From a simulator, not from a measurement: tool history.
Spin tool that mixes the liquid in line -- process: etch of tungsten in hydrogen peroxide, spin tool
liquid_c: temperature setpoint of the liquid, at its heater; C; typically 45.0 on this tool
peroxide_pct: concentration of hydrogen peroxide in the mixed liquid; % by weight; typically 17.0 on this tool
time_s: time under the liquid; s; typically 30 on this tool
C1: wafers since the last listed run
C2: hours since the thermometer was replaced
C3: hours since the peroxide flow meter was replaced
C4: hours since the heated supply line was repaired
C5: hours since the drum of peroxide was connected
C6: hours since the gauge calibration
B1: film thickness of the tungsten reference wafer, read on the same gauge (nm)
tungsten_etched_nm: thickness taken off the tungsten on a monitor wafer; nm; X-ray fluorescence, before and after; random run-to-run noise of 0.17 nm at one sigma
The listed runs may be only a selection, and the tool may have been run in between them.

Run 1, hour 0.0: usual settings; C1 0; C2 1425.8; C3 889.6; C4 2229.1; C5 91.3; C6 1106.1; B1 70.01. Result: tungsten_etched_nm 20.18 nm.
Run 2, hour 107.0: usual settings; C1 1871; C2 1532.8; C3 996.6; C4 2336.1; C5 198.3; C6 1213.1; B1 70.00. Result: tungsten_etched_nm 20.41 nm.
At hour 190.6: peroxide flow meter replaced.
Run 3, hour 200.6: usual settings; C1 1619; C2 1626.4; C3 10.0; C4 2429.7; C5 291.9; C6 1306.7; B1 69.99. Result: tungsten_etched_nm 19.90 nm.
Run 4, hour 287.8: usual settings; C1 1525; C2 1713.6; C3 97.2; C4 2516.9; C5 379.1; C6 1393.9; B1 69.98. Result: tungsten_etched_nm 20.04 nm.
Run 5, hour 329.3: usual settings; C1 725; C2 1755.1; C3 138.7; C4 2558.4; C5 420.6; C6 1435.4; B1 69.99. Result: tungsten_etched_nm 20.00 nm.
Run 6, hour 387.2: usual settings; C1 1012; C2 1813.0; C3 196.6; C4 2616.3; C5 478.5; C6 1493.3; B1 70.01. Result: tungsten_etched_nm 19.89 nm.
Run 7, hour 424.0: usual settings; C1 643; C2 1849.8; C3 233.4; C4 2653.1; C5 515.3; C6 1530.1; B1 70.03. Result: tungsten_etched_nm 19.95 nm.
At hour 452.7: new drum of peroxide connected.
Run 8, hour 465.2: usual settings; C1 703; C2 1891.0; C3 274.6; C4 2694.3; C5 12.5; C6 1571.3; B1 69.99. Result: tungsten_etched_nm 19.99 nm.
Run 9, hour 578.6: usual settings but liquid_c 48.0 C; C1 1983; C2 2004.4; C3 388.0; C4 2807.7; C5 125.9; C6 1684.7; B1 70.00. Result: tungsten_etched_nm 24.09 nm.
Run 10, hour 663.6: usual settings; C1 1486; C2 2089.4; C3 473.0; C4 2892.7; C5 210.9; C6 1769.7; B1 69.99. Result: tungsten_etched_nm 20.10 nm.
At hour 741.6: heated supply line repaired.
Run 11, hour 761.0: usual settings; C1 1686; C2 2186.8; C3 570.4; C4 19.4; C5 308.3; C6 1867.1; B1 70.00. Result: tungsten_etched_nm 21.20 nm.
Run 12, hour 826.8: usual settings but liquid_c 50.0 C, time_s 50 s; C1 1150; C2 2252.6; C3 636.2; C4 85.2; C5 374.1; C6 1932.9; B1 69.99. Result: tungsten_etched_nm 47.44 nm.
Run 13, hour 878.4: usual settings but liquid_c 50.0 C, time_s 50 s; C1 902; C2 2304.2; C3 687.8; C4 136.8; C5 425.7; C6 1984.5; B1 70.01. Result: tungsten_etched_nm 47.51 nm.
At hour 957.9: new drum of peroxide connected.
Run 14, hour 979.0: usual settings; C1 1742; C2 2404.8; C3 788.4; C4 237.4; C5 21.1; C6 2085.1; B1 70.00. Result: tungsten_etched_nm 20.75 nm.
Run 15, hour 1066.2: usual settings but liquid_c 54.0 C, peroxide_pct 21.0 % by weight, time_s 50 s; C1 1525; C2 2492.0; C3 875.6; C4 324.6; C5 108.3; C6 2172.3; B1 70.00. Result: tungsten_etched_nm 68.44 nm.
Run 16, hour 1140.3: usual settings; C1 1296; C2 2566.1; C3 949.7; C4 398.7; C5 182.4; C6 2246.4; B1 69.99. Result: tungsten_etched_nm 21.13 nm.
At hour 1219.6: gauge calibrated.
Run 17, hour 1222.3: usual settings but peroxide_pct 12.5 % by weight, time_s 45 s; C1 1434; C2 2648.1; C3 1031.7; C4 480.7; C5 264.4; C6 2.7; B1 69.98. Result: tungsten_etched_nm 26.91 nm.
Run 18, hour 1314.3: usual settings but peroxide_pct 12.5 % by weight; C1 1609; C2 2740.1; C3 1123.7; C4 572.7; C5 356.4; C6 94.7; B1 69.99. Result: tungsten_etched_nm 17.87 nm.
At hour 1358.1: peroxide flow meter replaced.
At hour 1384.4: thermometer replaced.
Run 19, hour 1392.8: usual settings; C1 1338; C2 8.4; C3 34.7; C4 651.2; C5 434.9; C6 173.2; B1 69.99. Result: tungsten_etched_nm 20.67 nm.
At hour 1427.4: new drum of peroxide connected.
Run 20, hour 1431.3: usual settings but time_s 15 s; C1 655; C2 46.9; C3 73.2; C4 689.7; C5 3.9; C6 211.7; B1 70.00. Result: tungsten_etched_nm 10.37 nm.
Run 21, hour 1532.6: usual settings; C1 1771; C2 148.2; C3 174.5; C4 791.0; C5 105.2; C6 313.0; B1 70.01. Result: tungsten_etched_nm 20.63 nm.
Run 22, hour 1575.4: usual settings but liquid_c 37.5 C, peroxide_pct 13.0 % by weight, time_s 45 s; C1 748; C2 191.0; C3 217.3; C4 833.8; C5 148.0; C6 355.8; B1 69.99. Result: tungsten_etched_nm 16.74 nm.

Predict the results of run 23:
Run 23, hour 1656.9: usual settings but liquid_c 51.5 C, peroxide_pct 12.5 % by weight, time_s 20 s; C1 1425; C2 272.5; C3 298.8; C4 915.3; C5 229.5; C6 437.3; B1 ?. Result: tungsten_etched_nm ?.

{"run 23": {"B1": 70.0, "tungsten_etched_nm": 17.84}}
Were there no unlogged condition in the tool, this run, its random variation unchanged, would have produced tungsten_etched_nm 18.35 nm.
